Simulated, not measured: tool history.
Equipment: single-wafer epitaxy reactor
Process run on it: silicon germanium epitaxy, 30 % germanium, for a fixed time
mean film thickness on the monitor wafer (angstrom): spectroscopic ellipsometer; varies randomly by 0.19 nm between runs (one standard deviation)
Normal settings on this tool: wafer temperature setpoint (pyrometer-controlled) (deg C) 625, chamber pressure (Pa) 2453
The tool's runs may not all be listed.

| run | hour | wafer temperature setpoint (pyrometer-controlled) (deg C) | chamber pressure (Pa) | wafers since the last listed run | hours since the last pyrometer calibration | hours since the last manometer calibration | hours since the showerhead was replaced | hours since the gauge calibration | read-back reference wafer on the same gauge, thickness_nm | mean film thickness on the monitor wafer (angstrom) |
|---|---|---|---|---|---|---|---|---|---|---|
| 1 | 0.0 | 632 | 2453 | 0 | 1808.4 | 1915.4 | 3328.9 | 524.9 | 71.547 | 858.99 |
| 2 | 30.5 | 632 | 2453 | 480 | 1838.9 | 1945.9 | 3359.4 | 555.4 | 71.480 | 854.82 |
| 3 | 89.4 | 625 | 2280 | 927 | 1897.8 | 2004.8 | 3418.3 | 614.3 | 71.490 | 750.37 |
| 4 | 148.4 | 635 | 2200 | 929 | 1956.8 | 2063.8 | 3477.3 | 673.3 | 71.523 | 855.41 |
| 5 | 212.7 | 635 | 2200 | 1012 | 2021.1 | 2128.1 | 3541.6 | 737.6 | 71.565 | 855.95 |
| 6 | 245.0 | 635 | 2200 | 508 | 2053.4 | 2160.4 | 3573.9 | 769.9 | 71.477 | 857.21 |
| 7 | 302.5 | 625 | 2453 | 905 | 2110.9 | 2217.9 | 3631.4 | 827.4 | 71.505 | 767.73 |
| 8 | 364.5 | 625 | 2226 | 976 | 2172.9 | 2279.9 | 3693.4 | 889.4 | 71.580 | 740.92 |
| 9 | 410.9 | 625 | 2226 | 730 | 2219.3 | 2326.3 | 3739.8 | 935.8 | 71.553 | 738.34 |
| 10 | 447.2 | 625 | 2226 | 571 | 2255.6 | 2362.6 | 3776.1 | 972.1 | 71.480 | 736.28 |
| 11 | 497.7 | 625 | 2453 | 795 | 2306.1 | 2413.1 | 3826.6 | 1022.6 | 71.578 | 766.66 |
|  | 523.8 | showerhead replaced |
| 12 | 537.9 | 625 | 2453 | 507 | 2346.3 | 2453.3 | 14.1 | 1062.8 | 71.547 | 766.66 |
| 13 | 595.6 | 625 | 2453 | 908 | 2404.0 | 2511.0 | 71.8 | 1120.5 | 71.519 | 767.69 |
|  | 612.5 | capacitance manometer re-zeroed and calibrated |
| 14 | 626.4 | 625 | 2453 | 359 | 2434.8 | 13.9 | 102.6 | 1151.3 | 71.550 | 764.51 |
| 15 | 654.8 | 625 | 2453 | 447 | 2463.2 | 42.3 | 131.0 | 1179.7 | 71.504 | 765.23 |
| 16 | 680.7 | 620 | 2453 | 407 | 2489.1 | 68.2 | 156.9 | 1205.6 | 71.485 | 709.38 |
| 17 | 710.4 | 636 | 2893 | 467 | 2518.8 | 97.9 | 186.6 | 1235.3 | 71.534 | 963.07 |
| 18 | 769.1 | 616 | 2866 | 924 | 2577.5 | 156.6 | 245.3 | 1294.0 | 71.540 | 707.31 |
| 19 | 800.7 | 636 | 2453 | 497 | 2609.1 | 188.2 | 276.9 | 1325.6 | 71.555 | 902.31 |
|  | 837.2 | pyrometer calibrated |
| 20 | 859.7 | 617 | 2973 | 803 | 22.5 | 247.2 | 335.9 | 1384.6 | 71.474 | 758.12 |
| 21 | 905.4 | 637 | 3026 | 719 | 68.2 | 292.9 | 381.6 | 1430.3 | 71.464 | 1025.92 |
| 22 | 958.5 | 630 | 2200 | 836 | 121.3 | 346.0 | 434.7 | 1483.4 | 71.525 | 816.42 |
|  | 1007.1 | gauge calibrated |
| 23 | 1010.6 | 625 | 2613 | 820 | 173.4 | 398.1 | 486.8 | 3.5 | 71.534 | 809.15 |
| 24 | 1049.9 | 625 | 2453 | 618 | 212.7 | 437.4 | 526.1 | 42.8 | 71.465 | 788.00 |
| 25 | 1103.4 | 625 | 2453 | 842 | 266.2 | 490.9 | 579.6 | 96.3 | 71.507 | 786.46 |
| 26 | 1152.6 | 615 | 2880 | 774 | 315.4 | 540.1 | 628.8 | 145.5 | 71.554 | 718.62 |
| 27 | 1208.3 | 633 | 2693 | 877 | 371.1 | 595.8 | 684.5 | 201.2 | 71.524 | 920.49 |
| 28 | 1268.6 | 625 | 2453 | 949 | 431.4 | 656.1 | 744.8 | 261.5 | 71.526 | 788.14 |
| 29 | 1335.8 | 625 | 2453 | 1058 | 498.6 | 723.3 | 812.0 | 328.7 | 71.513 | 786.86 |
| 30 | 1402.8 | 625 | 2453 | 1055 | 565.6 | 790.3 | 879.0 | 395.7 | 71.476 | 781.90 |
| 31 | 1447.6 | 625 | 2453 | 705 | 610.4 | 835.1 | 923.8 | 440.5 | 71.479 | 784.24 |
| 32 | 1511.7 | 632 | 1947 | 1009 | 674.5 | 899.2 | 987.9 | 504.6 | 71.515 | 796.92 |
| 33 | 1558.9 | 625 | 2453 | 743 | 721.7 | 946.4 | 1035.1 | 551.8 | 71.532 | 783.58 |
| 34 | 1611.6 | 634 | 2453 | 829 | 774.4 | 999.1 | 1087.8 | 604.5 | 71.524 | 897.49 |
| 35 | 1658.8 | 613 | 2453 | 743 | 821.6 | 1046.3 | 1135.0 | 651.7 | 71.568 | 648.64 |
| 36 | 1696.3 | 629 | 2973 | 590 | 859.1 | 1083.8 | 1172.5 | 689.2 | 71.444 | 900.32 |

For each run, what was the tool's unlogged condition?
true pressure above the setpoint (%): 0 in every run
gauge reads high (%): 0 in every run
H1: wafer temperature above the value expected at the setpoint (K)
| run | H1 |
|---|---|
| 1 | -1.36 |
| 2 | -1.39 |
| 3 | -1.43 |
| 4 | -1.48 |
| 5 | -1.53 |
| 6 | -1.55 |
| 7 | -1.59 |
| 8 | -1.64 |
| 9 | -1.68 |
| 10 | -1.7 |
| 11 | -1.74 |
| 12 | -1.77 |
| 13 | -1.82 |
| 14 | -1.84 |
| 15 | -1.86 |
| 16 | -1.88 |
| 17 | -1.91 |
| 18 | -1.95 |
| 19 | -1.97 |
| 20 | 0.17 |
| 21 | 0.135 |
| 22 | 0.0943 |
| 23 | 0.0545 |
| 24 | 0.0245 |
| 25 | -0.0164 |
| 26 | -0.054 |
| 27 | -0.0966 |
| 28 | -0.143 |
| 29 | -0.194 |
| 30 | -0.245 |
| 31 | -0.279 |
| 32 | -0.328 |
| 33 | -0.364 |
| 34 | -0.405 |
| 35 | -0.441 |
| 36 | -0.469 |
